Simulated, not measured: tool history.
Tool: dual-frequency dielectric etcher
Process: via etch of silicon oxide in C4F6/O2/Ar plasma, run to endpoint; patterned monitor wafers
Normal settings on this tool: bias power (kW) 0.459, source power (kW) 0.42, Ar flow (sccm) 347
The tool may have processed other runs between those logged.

run,hour,bias power (kW),source power (kW),Ar flow (sccm),"incoming incoming film thickness, nm",endpoint time (s)
1,0,0.459,0.42,347,116.4,26.7
2,71.5,0.459,0.42,347,117.9,26.9
3,124.8,0.459,0.42,347,118.1,27.2
4,216.1,0.459,0.42,347,117.4,27.1
5,316.4,0.459,0.42,347,117.3,27.4
6,382.1,0.459,0.42,347,115.9,27.3
7,466.1,0.459,0.4,347,116.6,27.7
8,509.6,0.459,0.42,347,117.5,28
# hour 573.7: wet clean of the chamber
9,574.2,0.459,0.42,347,119,26.6
10,612.7,0.459,0.42,347,118.3,27.3
11,717.6,0.459,0.42,305,118.4,26.3
12,809.8,0.459,0.42,305,117.6,26.7
13,879.7,0.459,0.47,347,117.4,26.3
14,940.5,0.459,0.47,347,118.2,26.7
# hour 971.8: Ar flow controller replaced
15,1016,0.36,0.42,347,118.2,29.2
16,1058.4,0.549,0.46,347,118.1,25.7
# hour 1101.4: source power generator calibrated
# hour 1123.5: wet clean of the chamber
17,1124,0.405,0.52,391,117.9,26.1
18,1176.9,0.459,0.42,347,116.7,26.2
# hour 1213.4: upper electrode replaced
19,1237.5,0.459,0.42,347,116.8,26.2
20,1309.8,0.459,0.42,347,118,27.1
21,1392.8,0.5,0.42,347,118.1,26.2
# hour 1416.2: bias power generator calibrated
22,1438.7,0.459,0.42,347,117.7,27.2
23,1480.6,0.459,0.42,380,117.7,27.7
24,1585.6,0.375,0.42,347,118.4,29.4
25,1664.9,0.459,0.46,347,115.7,26.6
# hour 1690.5: wet clean of the chamber
26,1747.5,0.459,0.42,347,118.2,26.7
27,1854.5,0.533,0.33,347,116.4,26.8
28,1944.9,0.522,0.34,404,116.9,28

What was the tool's hidden state at every run in the log?
bias power that arrives over what is set, %: 0 in every run
source power that arrives over what is set, %: 0 in every run
Ar flow that arrives over what is set, %: 0 in every run
H1: etch rate over this chamber's usual, %
run,H1
1,-0.815
2,-1.35
3,-1.75
4,-2.43
5,-3.17
6,-3.66
7,-4.29
8,-4.61
9,-0.115
10,-0.402
11,-1.18
12,-1.87
13,-2.39
14,-2.85
15,-3.41
16,-3.72
17,-0.117
18,-0.511
19,-0.963
20,-1.5
21,-2.12
22,-2.46
23,-2.77
24,-3.56
25,-4.15
26,-0.61
27,-1.41
28,-2.08
